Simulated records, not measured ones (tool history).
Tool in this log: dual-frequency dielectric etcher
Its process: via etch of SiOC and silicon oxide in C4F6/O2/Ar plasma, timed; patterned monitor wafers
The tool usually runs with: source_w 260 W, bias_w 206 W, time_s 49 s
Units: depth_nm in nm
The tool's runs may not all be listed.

| run | hour | source_w | bias_w | time_s | read-back reference wafer on the same gauge, depth_nm | depth_nm |
|---|---|---|---|---|---|---|
| 1 | 0 | 260 | 206 | 49 | 55.51 | 51.94 |
| 2 | 66 | 260 | 206 | 49 | 55.47 | 52.66 |
| 3 | 83.3 | 260 | 206 | 49 | 55.44 | 52.78 |
| 4 | 119.2 | 260 | 206 | 49 | 55.48 | 52.32 |
| 5 | 144.1 | 260 | 206 | 49 | 55.46 | 52.46 |
| 6 | 201.3 | 300 | 225 | 49 | 55.57 | 56.54 |
| 7 | 224.2 | 260 | 206 | 55 | 55.45 | 59.5 |
| 8 | 239.4 | 260 | 206 | 55 | 55.52 | 59.6 |
| 9 | 254.5 | 260 | 206 | 49 | 55.51 | 52.72 |
| 10 | 268.2 | 260 | 206 | 49 | 55.48 | 53.04 |
| 11 | 303.3 | 260 | 230 | 49 | 55.53 | 54.62 |
| 12 | 326.3 | 260 | 206 | 49 | 55.54 | 53.02 |
| 13 | 344.4 | 260 | 206 | 49 | 55.55 | 53.42 |
| 14 | 374.7 | 300 | 206 | 49 | 55.56 | 56.59 |
| 15 | 401 | 200 | 206 | 49 | 55.53 | 51.1 |
| 16 | 423.1 | 220 | 167 | 61 | 55.48 | 61.86 |
| 17 | 471.7 | 260 | 173 | 39 | 55.45 | 39.79 |
| 18 | 474 | 260 | 206 | 49 | 55.52 | 51.84 |
| 19 | 504 | 310 | 173 | 49 | 55.58 | 52.72 |
| 20 | 516.4 | 290 | 177 | 49 | 55.53 | 51.05 |
| 21 | 542.7 | 260 | 168 | 49 | 55.49 | 49.42 |
| 22 | 577.1 | 210 | 184 | 60.5 | 55.44 | 59.24 |
| 23 | 591.1 | 260 | 206 | 49 | 55.55 | 52.42 |
| 24 | 611 | 260 | 159 | 43 | 55.52 | 43.54 |
| 25 | 645.7 | 320 | 206 | 62.5 | 55.55 | 71.28 |
| 26 | 691.3 | 260 | 176 | 61.5 | 55.54 | 63.93 |

Missing from the log above: 6 entries noted between runs. For each, name the pair of listed runs it sits between and say how the tool's hidden condition differs from the listed run just before to the listed run just after:
After run 12, before run 13: source power generator calibrated (hour 337.7)
  etch rate over this chamber's usual, %: 3.53 -> 3.67
  what was measured, less what the result would be without the hidden state, depth_nm: +1.81 -> +1.89 nm
After run 13, before run 14: wet clean of the chamber (hour 370.8); bias power generator calibrated (hour 374.2)
  etch rate over this chamber's usual, %: 3.67 -> 6.25
  what was measured, less what the result would be without the hidden state, depth_nm: +1.89 -> +3.33 nm
After run 16, before run 17: gauge calibrated (hour 452.9); wet clean of the chamber, repeated, since the last time left the tool worse (hour 465.4); upper electrode replaced (hour 471.2)
  etch rate over this chamber's usual, %: 6.6 -> 0.357
  what was measured, less what the result would be without the hidden state, depth_nm: +3.83 -> +0.15 nm
